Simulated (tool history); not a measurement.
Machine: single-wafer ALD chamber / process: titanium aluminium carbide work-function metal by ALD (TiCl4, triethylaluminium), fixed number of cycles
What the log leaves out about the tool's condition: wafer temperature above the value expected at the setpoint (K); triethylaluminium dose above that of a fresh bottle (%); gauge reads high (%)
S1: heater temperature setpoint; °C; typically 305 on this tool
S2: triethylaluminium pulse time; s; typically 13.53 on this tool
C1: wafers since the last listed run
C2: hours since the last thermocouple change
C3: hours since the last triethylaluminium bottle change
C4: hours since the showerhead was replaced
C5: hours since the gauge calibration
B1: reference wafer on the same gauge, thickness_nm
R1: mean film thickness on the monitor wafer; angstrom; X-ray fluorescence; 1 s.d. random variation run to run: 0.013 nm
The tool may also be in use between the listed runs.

run,hour,S1,S2,C1,C2,C3,C4,C5,B1,R1
1,0,305,13.53,0,2616.9,1098,6260.3,189.3,1.928,20.23
2,8.7,305,13.53,133,2625.6,1106.7,6269,198,1.931,19.96
3,18,305,13.53,142,2634.9,1116,6278.3,207.3,1.928,20.12
4,24.8,305,13.53,104,2641.7,1122.8,6285.1,214.1,1.93,20.23
# hour 45.9: gauge calibrated
5,71.6,305,13.53,717,2688.5,1169.6,6331.9,25.7,1.934,19.86
6,87.3,305,13.53,240,2704.2,1185.3,6347.6,41.4,1.932,19.89
7,97.9,305,13.53,162,2714.8,1195.9,6358.2,52,1.929,19.83
8,114.4,305,12.3,252,2731.3,1212.4,6374.7,68.5,1.931,18.89
9,125.7,305,12.3,173,2742.6,1223.7,6386,79.8,1.926,18.8
10,132.9,305,13.53,110,2749.8,1230.9,6393.2,87,1.926,19.72
11,147.3,305,13.53,220,2764.2,1245.3,6407.6,101.4,1.929,19.67
12,160.9,305,13.53,208,2777.8,1258.9,6421.2,115,1.93,19.41
13,168.4,305,13.53,114,2785.3,1266.4,6428.7,122.5,1.931,19.42
# hour 176.4: triethylaluminium bottle replaced
14,180,297,8.25,55,2796.9,3.6,6440.3,134.1,1.927,17.4
15,190.6,305,16.72,162,2807.5,14.2,6450.9,144.7,1.928,21.46
16,201.1,314,13.53,160,2818,24.7,6461.4,155.2,1.932,22
# hour 214.2: showerhead replaced
17,230.5,294,17.25,328,2847.4,54.1,16.3,184.6,1.925,20.54
18,239.6,305,13.53,139,2856.5,63.2,25.4,193.7,1.932,21.11
# hour 251.4: thermocouple changed; heater temperature recalibrated
19,252.9,305,13.53,81,1.5,76.5,38.7,207,1.93,21.23
20,262.8,297,18.41,151,11.4,86.4,48.6,216.9,1.931,20.61
# hour 270.8: gauge calibrated
21,280.7,319,16.27,274,29.3,104.3,66.5,9.9,1.933,22.52
22,297.9,291,15.08,263,46.5,121.5,83.7,27.1,1.93,20.18
23,313.7,318,12.11,242,62.3,137.3,99.5,42.9,1.927,21.94
24,324.3,299,17.92,162,72.9,147.9,110.1,53.5,1.93,20.84
25,335.9,299,15.13,177,84.5,159.5,121.7,65.1,1.929,20.98
26,347.9,305,10.04,183,96.5,171.5,133.7,77.1,1.931,20.04

Branching from run 26: 5 alternative next runs. What would each branch give?
A,348.3,305,16.93,6,96.9,171.9,134.1,77.5,?,?
B,348.3,299,15.83,6,96.9,171.9,134.1,77.5,?,?
C,348.3,305,11.36,6,96.9,171.9,134.1,77.5,?,?
D,348.3,305,18.65,6,96.9,171.9,134.1,77.5,?,?
E,348.3,319,8.17,6,96.9,171.9,134.1,77.5,?,?

run,B1,R1
A,1.926,21.06
B,1.926,20.56
C,1.926,20.43
D,1.926,21.09
E,1.926,18.33
What these runs would have given with no unlogged condition in the tool:
run,R1
A,21.07
B,20.57
C,20.46
D,21.09
E,18.41

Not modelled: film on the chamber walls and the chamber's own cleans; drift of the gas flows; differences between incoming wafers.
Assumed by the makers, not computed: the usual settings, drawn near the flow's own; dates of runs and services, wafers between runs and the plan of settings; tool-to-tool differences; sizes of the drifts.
